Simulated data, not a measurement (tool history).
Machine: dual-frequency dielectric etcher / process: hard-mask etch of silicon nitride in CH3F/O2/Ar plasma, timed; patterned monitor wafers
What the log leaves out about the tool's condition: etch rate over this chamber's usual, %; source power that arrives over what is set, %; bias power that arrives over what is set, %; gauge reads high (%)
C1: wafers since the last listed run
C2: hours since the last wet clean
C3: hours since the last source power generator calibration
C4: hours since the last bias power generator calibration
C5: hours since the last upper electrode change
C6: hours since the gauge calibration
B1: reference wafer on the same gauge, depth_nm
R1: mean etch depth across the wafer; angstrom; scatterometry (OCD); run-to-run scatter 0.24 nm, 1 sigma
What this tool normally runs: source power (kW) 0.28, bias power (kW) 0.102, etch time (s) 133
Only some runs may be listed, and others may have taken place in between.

{"run": 1, "hour": 0.0, "source power (kW)": 0.28, "bias power (kW)": 0.115, "etch time (s)": 133, "C1": 0, "C2": 219.3, "C3": 4457.6, "C4": 2405.6, "C5": 4676.8, "C6": 45.9, "B1": 93.7, "R1": 1015}
{"run": 2, "hour": 26.1, "source power (kW)": 0.28, "bias power (kW)": 0.115, "etch time (s)": 133, "C1": 287, "C2": 245.4, "C3": 4483.7, "C4": 2431.7, "C5": 4702.9, "C6": 72, "B1": 93.7, "R1": 1012}
{"run": 3, "hour": 58.0, "source power (kW)": 0.28, "bias power (kW)": 0.115, "etch time (s)": 133, "C1": 351, "C2": 277.3, "C3": 4515.6, "C4": 2463.6, "C5": 4734.8, "C6": 103.9, "B1": 93.5, "R1": 1010}
{"run": 4, "hour": 119.2, "source power (kW)": 0.3, "bias power (kW)": 0.102, "etch time (s)": 133, "C1": 674, "C2": 338.5, "C3": 4576.8, "C4": 2524.8, "C5": 4796, "C6": 165.1, "B1": 93.2, "R1": 978}
{"run": 5, "hour": 136.4, "source power (kW)": 0.3, "bias power (kW)": 0.102, "etch time (s)": 133, "C1": 189, "C2": 355.7, "C3": 4594, "C4": 2542, "C5": 4813.2, "C6": 182.3, "B1": 93.2, "R1": 974}
{"hour": 162.1, "done": "wet clean of the chamber"}
{"hour": 162.3, "done": "upper electrode replaced"}
{"run": 6, "hour": 164.2, "source power (kW)": 0.3, "bias power (kW)": 0.102, "etch time (s)": 133, "C1": 39, "C2": 2.1, "C3": 4621.8, "C4": 2569.8, "C5": 1.9, "C6": 210.1, "B1": 93, "R1": 975}
{"hour": 192.5, "done": "gauge calibrated"}
{"hour": 203.0, "done": "bias power generator calibrated"}
{"run": 7, "hour": 238.6, "source power (kW)": 0.28, "bias power (kW)": 0.102, "etch time (s)": 133, "C1": 776, "C2": 76.5, "C3": 4696.2, "C4": 35.6, "C5": 76.3, "C6": 46.1, "B1": 93.6, "R1": 954}
{"run": 8, "hour": 263.8, "source power (kW)": 0.28, "bias power (kW)": 0.102, "etch time (s)": 133, "C1": 277, "C2": 101.7, "C3": 4721.4, "C4": 60.8, "C5": 101.5, "C6": 71.3, "B1": 93.6, "R1": 952}
{"run": 9, "hour": 280.6, "source power (kW)": 0.28, "bias power (kW)": 0.118, "etch time (s)": 163, "C1": 185, "C2": 118.5, "C3": 4738.2, "C4": 77.6, "C5": 118.3, "C6": 88.1, "B1": 93.5, "R1": 1254}
{"hour": 294.2, "done": "source power generator calibrated"}
{"run": 10, "hour": 304.6, "source power (kW)": 0.23, "bias power (kW)": 0.102, "etch time (s)": 168, "C1": 220, "C2": 142.5, "C3": 10.4, "C4": 101.6, "C5": 142.3, "C6": 112.1, "B1": 93.4, "R1": 1093}
{"run": 11, "hour": 332.0, "source power (kW)": 0.23, "bias power (kW)": 0.102, "etch time (s)": 133, "C1": 302, "C2": 169.9, "C3": 37.8, "C4": 129, "C5": 169.7, "C6": 139.5, "B1": 93.3, "R1": 861}
{"run": 12, "hour": 353.5, "source power (kW)": 0.28, "bias power (kW)": 0.102, "etch time (s)": 133, "C1": 237, "C2": 191.4, "C3": 59.3, "C4": 150.5, "C5": 191.2, "C6": 161, "B1": 93.2, "R1": 948}
{"run": 13, "hour": 380.0, "source power (kW)": 0.28, "bias power (kW)": 0.093, "etch time (s)": 133, "C1": 292, "C2": 217.9, "C3": 85.8, "C4": 177, "C5": 217.7, "C6": 187.5, "B1": 93.1, "R1": 902}
{"hour": 394.7, "done": "gauge calibrated"}
{"run": 14, "hour": 395.6, "source power (kW)": 0.28, "bias power (kW)": 0.102, "etch time (s)": 133, "C1": 171, "C2": 233.5, "C3": 101.4, "C4": 192.6, "C5": 233.3, "C6": 0.9, "B1": 93.6, "R1": 950}
{"run": 15, "hour": 408.3, "source power (kW)": 0.23, "bias power (kW)": 0.121, "etch time (s)": 133, "C1": 140, "C2": 246.2, "C3": 114.1, "C4": 205.3, "C5": 246, "C6": 13.6, "B1": 93.6, "R1": 941}

Predict each of these 3 candidate next runs independently; none follows another, all start after run 15:
{"run": "A", "hour": 408.8, "source power (kW)": 0.22, "bias power (kW)": 0.102, "etch time (s)": 133, "C1": 5, "C2": 246.7, "C3": 114.6, "C4": 205.8, "C5": 246.5, "C6": 14.1, "B1": "?", "R1": "?"}
{"run": "B", "hour": 408.8, "source power (kW)": 0.35, "bias power (kW)": 0.095, "etch time (s)": 155.5, "C1": 5, "C2": 246.7, "C3": 114.6, "C4": 205.8, "C5": 246.5, "C6": 14.1, "B1": "?", "R1": "?"}
{"run": "C", "hour": 408.8, "source power (kW)": 0.32, "bias power (kW)": 0.102, "etch time (s)": 105.5, "C1": 5, "C2": 246.7, "C3": 114.6, "C4": 205.8, "C5": 246.5, "C6": 14.1, "B1": "?", "R1": "?"}

run=A B1=93.6 R1=843
run=B B1=93.6 R1=1184
run=C B1=93.6 R1=799
What these runs would have given with no unlogged condition in the tool:
run=A R1=843
run=B R1=1184
run=C R1=799
